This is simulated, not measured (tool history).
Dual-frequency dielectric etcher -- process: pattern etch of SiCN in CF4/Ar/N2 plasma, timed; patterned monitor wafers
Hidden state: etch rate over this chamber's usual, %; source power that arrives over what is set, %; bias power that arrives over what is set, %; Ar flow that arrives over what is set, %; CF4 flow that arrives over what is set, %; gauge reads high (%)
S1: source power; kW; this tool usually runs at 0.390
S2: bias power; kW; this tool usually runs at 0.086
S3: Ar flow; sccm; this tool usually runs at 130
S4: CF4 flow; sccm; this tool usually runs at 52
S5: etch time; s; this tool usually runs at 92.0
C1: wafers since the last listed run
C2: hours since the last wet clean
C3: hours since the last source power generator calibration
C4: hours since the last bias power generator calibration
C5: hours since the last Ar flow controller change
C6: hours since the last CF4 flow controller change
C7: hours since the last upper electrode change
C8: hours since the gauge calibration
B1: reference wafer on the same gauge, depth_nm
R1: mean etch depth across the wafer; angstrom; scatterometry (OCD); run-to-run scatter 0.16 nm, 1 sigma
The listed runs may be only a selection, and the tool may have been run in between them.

run	hour	S1	S2	S3	S4	S5	C1	C2	C3	C4	C5	C6	C7	C8	B1	R1
1	0.0	0.390	0.086	130	52	92.0	0	205.7	2890.8	4255.4	1737.8	6676.0	2702.9	1252.4	61.1	596
# hour 34.4: CF4 flow controller replaced
# hour 62.9: gauge calibrated
2	87.7	0.390	0.073	130	52	92.0	1066	293.4	2978.5	4343.1	1825.5	53.3	2790.6	24.8	61.3	559
# hour 134.7: Ar flow controller replaced
# hour 192.0: bias power generator calibrated
3	192.5	0.390	0.086	130	52	114.0	1237	398.2	3083.3	0.5	57.8	158.1	2895.4	129.6	61.2	745
4	211.9	0.320	0.086	153	52	92.0	253	417.6	3102.7	19.9	77.2	177.5	2914.8	149.0	61.2	482
5	234.0	0.330	0.086	130	52	92.0	288	439.7	3124.8	42.0	99.3	199.6	2936.9	171.1	61.2	515
6	247.1	0.390	0.086	130	64	92.0	171	452.8	3137.9	55.1	112.4	212.7	2950.0	184.2	61.2	630
# hour 323.0: wet clean of the chamber
# hour 336.0: upper electrode replaced
7	336.5	0.390	0.078	130	52	111.0	683	13.5	3227.3	144.5	201.8	302.1	0.5	273.6	61.2	683
8	350.8	0.390	0.086	130	52	92.0	186	27.8	3241.6	158.8	216.1	316.4	14.8	287.9	61.2	593
9	370.1	0.440	0.086	159	41	73.5	252	47.1	3260.9	178.1	235.4	335.7	34.1	307.2	61.1	482
# hour 378.7: source power generator calibrated
10	383.6	0.390	0.086	130	43	92.0	124	60.6	4.9	191.6	248.9	349.2	47.6	320.7	61.2	545
11	413.6	0.390	0.086	130	43	92.0	391	90.6	34.9	221.6	278.9	379.2	77.6	350.7	61.2	546
12	443.8	0.300	0.086	111	48	110.0	394	120.8	65.1	251.8	309.1	409.4	107.8	380.9	61.2	541
13	466.2	0.390	0.102	130	52	92.0	292	143.2	87.5	274.2	331.5	431.8	130.2	403.3	61.2	616
14	495.3	0.390	0.086	161	43	92.0	380	172.3	116.6	303.3	360.6	460.9	159.3	432.4	61.2	529
15	512.3	0.390	0.071	130	45	92.0	221	189.3	133.6	320.3	377.6	477.9	176.3	449.4	61.1	513
16	530.7	0.390	0.086	130	52	92.0	240	207.7	152.0	338.7	396.0	496.3	194.7	467.8	61.2	573
17	542.8	0.390	0.086	130	52	92.0	158	219.8	164.1	350.8	408.1	508.4	206.8	479.9	61.2	574
18	566.4	0.390	0.086	130	52	103.5	308	243.4	187.7	374.4	431.7	532.0	230.4	503.5	61.2	650
19	593.6	0.470	0.086	147	56	103.0	355	270.6	214.9	401.6	458.9	559.2	257.6	530.7	61.2	766
20	615.9	0.390	0.068	130	52	81.5	291	292.9	237.2	423.9	481.2	581.5	279.9	553.0	61.2	465

Forecast each of these 5 alternatives for the next run:
A	616.3	0.390	0.086	130	52	92.0	5	293.3	237.6	424.3	481.6	581.9	280.3	553.4	?	?
B	616.3	0.390	0.101	130	52	92.0	5	293.3	237.6	424.3	481.6	581.9	280.3	553.4	?	?
C	616.3	0.390	0.086	151	52	92.0	5	293.3	237.6	424.3	481.6	581.9	280.3	553.4	?	?
D	616.3	0.390	0.086	130	58	64.5	5	293.3	237.6	424.3	481.6	581.9	280.3	553.4	?	?
E	616.3	0.430	0.086	159	57	84.0	5	293.3	237.6	424.3	481.6	581.9	280.3	553.4	?	?

run	B1	R1
A	61.2	578
B	61.2	619
C	61.2	562
D	61.2	415
E	61.2	568
The same runs, with their run-to-run variation unchanged, on a tool lacking any hidden condition would have given:
run	R1
A	573
B	613
C	557
D	411
E	563
